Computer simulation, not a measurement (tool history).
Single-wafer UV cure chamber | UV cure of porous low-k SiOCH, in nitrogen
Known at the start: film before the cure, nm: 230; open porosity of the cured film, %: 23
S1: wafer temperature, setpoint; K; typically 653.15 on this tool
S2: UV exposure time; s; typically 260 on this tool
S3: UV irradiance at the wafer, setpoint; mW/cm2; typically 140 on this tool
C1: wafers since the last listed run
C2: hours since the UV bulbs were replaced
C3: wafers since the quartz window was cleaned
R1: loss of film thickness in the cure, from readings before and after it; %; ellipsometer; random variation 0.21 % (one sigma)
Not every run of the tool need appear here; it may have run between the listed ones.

Run 1, day 0.000: usual settings; C1 0; C2 1223.9; C3 440. Result: R1 13.142 %.
Run 2, day 2.817: usual settings; C1 676; C2 1291.5; C3 1116. Result: R1 13.063 %.
Run 3, day 6.362: usual settings; C1 851; C2 1376.6; C3 1968. Result: R1 12.542 %.
Run 4, day 9.750: usual settings; C1 813; C2 1457.9; C3 2782. Result: R1 11.928 %.
At day 11.804: UV bulbs replaced.
Run 5, day 13.783: usual settings; C1 888; C2 47.5; C3 3670. Result: R1 13.903 %.
Run 6, day 17.900: usual settings; C1 988; C2 146.3; C3 4659. Result: R1 13.555 %.
At day 19.788: quartz window cleaned.
Run 7, day 19.808: usual settings but S1 658.15 K; C1 378; C2 192.1; C3 4. Result: R1 14.678 %.
Run 8, day 21.467: usual settings but S1 641.15 K; C1 398; C2 231.9; C3 403. Result: R1 14.200 %.
Run 9, day 23.592: usual settings but S1 641.15 K; C1 510; C2 282.9; C3 913. Result: R1 14.152 %.
Run 10, day 27.854: usual settings but S1 641.15 K; C1 1023; C2 385.2; C3 1937. Result: R1 14.035 %.
Run 11, day 31.262: usual settings; C1 818; C2 467.0; C3 2756. Result: R1 13.784 %.
Run 12, day 33.646: usual settings; C1 572; C2 524.2; C3 3328. Result: R1 13.980 %.
Run 13, day 36.300: usual settings; C1 637; C2 587.9; C3 3966. Result: R1 13.653 %.
Run 14, day 38.208: usual settings; C1 458; C2 633.7; C3 4424. Result: R1 13.496 %.
Run 15, day 40.608: usual settings but S3 126 mW/cm2; C1 576; C2 691.3; C3 5001. Result: R1 13.133 %.
At day 41.612: quartz window cleaned.
Run 16, day 44.383: usual settings but S2 365 s, S3 113 mW/cm2; C1 826; C2 781.9; C3 665. Result: R1 14.464 %.
Run 17, day 47.000: usual settings but S2 365 s, S3 113 mW/cm2; C1 628; C2 844.7; C3 1293. Result: R1 13.974 %.
Run 18, day 50.300: usual settings; C1 792; C2 923.9; C3 2086. Result: R1 13.208 %.
Run 19, day 52.854: usual settings but S2 365 s; C1 613; C2 985.2; C3 2700. Result: R1 14.895 %.
Run 20, day 55.479: usual settings but S2 365 s; C1 630; C2 1048.2; C3 3330. Result: R1 14.588 %.
Run 21, day 59.642: usual settings but S2 390 s, S3 162 mW/cm2; C1 999; C2 1148.1; C3 4330. Result: R1 15.186 %.
Run 22, day 61.988: usual settings; C1 563; C2 1204.4; C3 4894. Result: R1 12.185 %.
At day 66.071: quartz window cleaned.
Run 23, day 66.092: usual settings; C1 905; C2 1302.9; C3 4. Result: R1 12.971 %.
Run 24, day 69.196: usual settings but S1 644.15 K, S3 105 mW/cm2; C1 745; C2 1377.4; C3 750. Result: R1 10.736 %.
Run 25, day 71.083: usual settings but S1 667.15 K; C1 453; C2 1422.7; C3 1203. Result: R1 12.694 %.
Run 26, day 74.025: usual settings; C1 706; C2 1493.3; C3 1910. Result: R1 12.143 %.
At day 75.854: UV bulbs replaced.
Run 27, day 75.875: usual settings but S1 646.15 K, S2 200 s, S3 112 mW/cm2; C1 364; C2 0.5; C3 2274. Result: R1 11.620 %.
Run 28, day 78.658: usual settings but S1 670.15 K, S2 335 s, S3 159 mW/cm2; C1 668; C2 67.3; C3 2943. Result: R1 16.172 %.
Run 29, day 80.904: usual settings but S1 670.15 K; C1 539; C2 121.2; C3 3482. Result: R1 14.285 %.
Run 30, day 84.712: usual settings; C1 914; C2 212.6; C3 4397. Result: R1 13.752 %.
At day 88.712: quartz window cleaned.
Run 31, day 88.733: usual settings; C1 885; C2 309.1; C3 5. Result: R1 14.295 %.
Run 32, day 90.675: usual settings but S1 635.15 K, S3 170 mW/cm2; C1 466; C2 355.7; C3 471. Result: R1 15.223 %.
Run 33, day 94.054: usual settings but S2 215 s; C1 811; C2 436.8; C3 1283. Result: R1 13.403 %.
Run 34, day 97.467: usual settings but S1 665.15 K, S2 170 s; C1 819; C2 518.7; C3 2102. Result: R1 11.939 %.
Run 35, day 101.346: usual settings; C1 931; C2 611.8; C3 3034. Result: R1 13.398 %.
Run 36, day 103.321: usual settings but S1 633.15 K, S2 175 s, S3 170 mW/cm2; C1 474; C2 659.2; C3 3509. Result: R1 12.089 %.
Run 37, day 104.929: usual settings; C1 386; C2 697.8; C3 3895. Result: R1 13.342 %.
Run 38, day 109.412: usual settings but S1 664.15 K, S2 215 s; C1 1076; C2 805.4; C3 4972. Result: R1 12.073 %.
Run 39, day 110.988: usual settings but S2 395 s, S3 106 mW/cm2; C1 378; C2 843.2; C3 5350. Result: R1 13.665 %.
At day 114.317: quartz window cleaned.
Run 40, day 114.496: usual settings but S1 659.15 K, S3 105 mW/cm2; C1 762; C2 927.4; C3 43. Result: R1 12.821 %.

Some steps in R1, run to run, broken into two amounts with sign: the step expected even without the hidden condition (settings, incoming material, random variation), and the rest, left for the hidden condition together with whatever gauge scatter is not in both the measured and the hidden-condition-free result:
The tool's hidden condition here consists of: lamp output below its setpoint, %; transmission lost against a clean window, %.
Run 4 -> 5: UV bulbs replaced. R1 +1.975 %: hidden state +1.932, all else +0.043.
Run 21 -> 22: S2 390 -> 260, S3 162 -> 140. R1 -3.001 %: hidden state -0.172, all else -2.829.
Run 23 -> 24: S1 653.15 -> 644.15, S3 140 -> 105. R1 -2.235 %: hidden state -0.221, all else -2.014.
Run 26 -> 27: S1 653.15 -> 646.15, S2 260 -> 200, S3 140 -> 112, UV bulbs replaced. R1 -0.523 %: hidden state +2.065, all else -2.588.
Run 27 -> 28: S1 646.15 -> 670.15, S2 200 -> 335, S3 112 -> 159. R1 +4.552 %: hidden state -0.190, all else +4.742.
Run 39 -> 40: S1 653.15 -> 659.15, S2 395 -> 260, S3 106 -> 105, quartz window cleaned. R1 -0.844 %: hidden state +0.978, all else -1.822.
